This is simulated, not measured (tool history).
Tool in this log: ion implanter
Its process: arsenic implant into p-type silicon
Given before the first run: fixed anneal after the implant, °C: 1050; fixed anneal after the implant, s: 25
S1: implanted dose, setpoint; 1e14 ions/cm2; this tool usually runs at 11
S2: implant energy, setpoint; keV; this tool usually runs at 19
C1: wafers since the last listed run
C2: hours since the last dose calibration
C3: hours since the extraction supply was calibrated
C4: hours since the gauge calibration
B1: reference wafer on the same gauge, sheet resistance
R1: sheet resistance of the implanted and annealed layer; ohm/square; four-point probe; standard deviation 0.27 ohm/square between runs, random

run	hour	S1	S2	C1	C2	C3	C4	B1	R1
1	0	9.75	19	0	189.8	3433.4	313.8	93.97	116.05
2	18.6	9.75	19	664	208.4	3452	332.4	94.02	115.79
3	40.1	9.75	19	767	229.9	3473.5	353.9	93.97	115.98
4	69.5	11	19	1050	259.3	3502.9	383.3	94.08	107.11
5	102.6	11	19	1182	292.4	3536	416.4	94.05	106.97
6	120.1	8.67	16.5	625	309.9	3553.5	433.9	93.98	127.59
7	153.1	8.67	16.5	1178	342.9	3586.5	466.9	93.91	127.41
8	185.7	11	19	1164	375.5	3619.1	499.5	93.99	106.58
9	220	11	19	1225	409.8	3653.4	533.8	94.03	107.15
# hour 244.6: extraction supply calibrated
10	245.1	11	19	610	434.9	0.5	558.9	94.03	107.11
11	257.5	11	19	442	447.3	12.9	571.3	93.9	107.22
12	290.5	11	19	1178	480.3	45.9	604.3	93.93	106.64
13	307.5	11	19	607	497.3	62.9	621.3	94.14	106.62
# hour 338.7: Faraday cup replaced and dose calibrated
14	353.8	14.17	19	1367	15.1	109.2	667.6	94.1	91.86
15	366.9	12.24	16	467	28.2	122.3	680.7	93.97	101.22
# hour 373.8: gauge calibrated
16	400.7	11	19	1207	62	156.1	26.9	94.03	106.5
17	413.9	13.54	14	471	75.2	169.3	40.1	93.88	96.31
18	448.7	8.2	16	1242	110	204.1	74.9	94.05	132.97
19	483	9.18	21	1225	144.3	238.4	109.2	94.07	119.48
20	496	7.73	23	464	157.3	251.4	122.2	94	134.75
21	526.8	12.84	16.5	1100	188.1	282.2	153	93.91	97.93
22	549.2	13.69	15	800	210.5	304.6	175.4	93.93	95.71
23	575.9	11	15	953	237.2	331.3	202.1	94.01	108.78
24	602.5	11.98	21.5	950	263.8	357.9	228.7	94.1	100.22

What differs in the tool's unlogged condition from the final listed run ahead of each entry between runs to the first listed run following it?
Runs 9 to 10: extraction supply calibrated (hour 244.6)
  both runs share identical hidden conditions
Runs 13 to 14: Faraday cup replaced and dose calibrated (hour 338.7)
  both runs share identical hidden conditions
Runs 15 to 16: gauge calibrated (hour 373.8)
  both runs share identical hidden conditions

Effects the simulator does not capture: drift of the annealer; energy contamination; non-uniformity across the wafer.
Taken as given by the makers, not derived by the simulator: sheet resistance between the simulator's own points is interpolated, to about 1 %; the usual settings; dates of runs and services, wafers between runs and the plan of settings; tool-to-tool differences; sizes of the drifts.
